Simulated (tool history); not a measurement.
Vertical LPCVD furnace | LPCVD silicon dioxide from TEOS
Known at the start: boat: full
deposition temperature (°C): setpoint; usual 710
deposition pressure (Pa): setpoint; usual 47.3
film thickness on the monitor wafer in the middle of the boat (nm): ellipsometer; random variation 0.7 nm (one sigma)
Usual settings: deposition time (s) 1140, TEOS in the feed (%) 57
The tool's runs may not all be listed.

| run | hour | deposition temperature (°C) | deposition pressure (Pa) | deposition time (s) | TEOS in the feed (%) | wafers since the last listed run | hours since the last temperature calibration | hours since the pressure gauge was zeroed | hours since the TEOS flow controller was replaced | hours since the gauge calibration | read-back reference wafer on the same gauge, thickness | film thickness on the monitor wafer in the middle of the boat (nm) |
|---|---|---|---|---|---|---|---|---|---|---|---|---|
| 1 | 0.0 | 710 | 47.3 | 1140 | 50 | 0 | 656.3 | 3657.3 | 5482.3 | 870.5 | 162.24 | 164.67 |
| 2 | 40.4 | 710 | 47.3 | 1140 | 50 | 420 | 696.7 | 3697.7 | 5522.7 | 910.9 | 162.11 | 165.07 |
| 3 | 130.3 | 710 | 47.3 | 1140 | 50 | 935 | 786.6 | 3787.6 | 5612.6 | 1000.8 | 161.46 | 163.99 |
| 4 | 200.4 | 710 | 47.3 | 1140 | 57 | 729 | 856.7 | 3857.7 | 5682.7 | 1070.9 | 161.12 | 173.63 |
| 5 | 260.3 | 710 | 47.3 | 1140 | 57 | 623 | 916.6 | 3917.6 | 5742.6 | 1130.8 | 160.67 | 174.19 |
| 6 | 357.4 | 710 | 47.3 | 1140 | 57 | 1010 | 1013.7 | 4014.7 | 5839.7 | 1227.9 | 159.93 | 172.34 |
| 7 | 462.2 | 710 | 47.3 | 1140 | 57 | 1090 | 1118.5 | 4119.5 | 5944.5 | 1332.7 | 159.21 | 172.73 |
|  | 505.0 | pressure gauge zeroed |
| 8 | 511.1 | 710 | 47.3 | 1140 | 57 | 259 | 1167.4 | 6.1 | 5993.4 | 1381.6 | 158.79 | 171.88 |
|  | 556.3 | gauge calibrated |
| 9 | 575.7 | 710 | 47.3 | 1140 | 57 | 672 | 1232.0 | 70.7 | 6058.0 | 19.4 | 164.01 | 177.23 |
| 10 | 674.4 | 710 | 47.3 | 1530 | 48 | 1026 | 1330.7 | 169.4 | 6156.7 | 118.1 | 164.12 | 219.24 |
| 11 | 771.5 | 710 | 41.3 | 1140 | 57 | 1010 | 1427.8 | 266.5 | 6253.8 | 215.2 | 163.90 | 165.56 |
| 12 | 858.4 | 710 | 47.3 | 1140 | 57 | 904 | 1514.7 | 353.4 | 6340.7 | 302.1 | 163.85 | 178.36 |
|  | 920.3 | TEOS flow controller replaced |
|  | 966.3 | thermocouples replaced and temperature profile calibrated |
| 13 | 966.8 | 706 | 47.3 | 1140 | 65 | 628 | 0.5 | 461.8 | 46.5 | 410.5 | 163.53 | 172.27 |
| 14 | 1057.2 | 710 | 47.3 | 1350 | 47 | 940 | 90.9 | 552.2 | 136.9 | 500.9 | 163.38 | 190.14 |
| 15 | 1130.8 | 722 | 54.0 | 1380 | 64 | 765 | 164.5 | 625.8 | 210.5 | 574.5 | 162.96 | 317.36 |

Forecast run 16:
| 16 | 1209.7 | 710 | 50.7 | 1590 | 57 | 820 | 243.4 | 704.7 | 289.4 | 653.4 | ? | ? |

Run 16 gave read-back reference wafer on the same gauge, thickness 162.95, film thickness on the monitor wafer in the middle of the boat (nm) 254.63.
Without the tool's hidden state the same run would have given film thickness on the monitor wafer in the middle of the boat (nm) 258.03.

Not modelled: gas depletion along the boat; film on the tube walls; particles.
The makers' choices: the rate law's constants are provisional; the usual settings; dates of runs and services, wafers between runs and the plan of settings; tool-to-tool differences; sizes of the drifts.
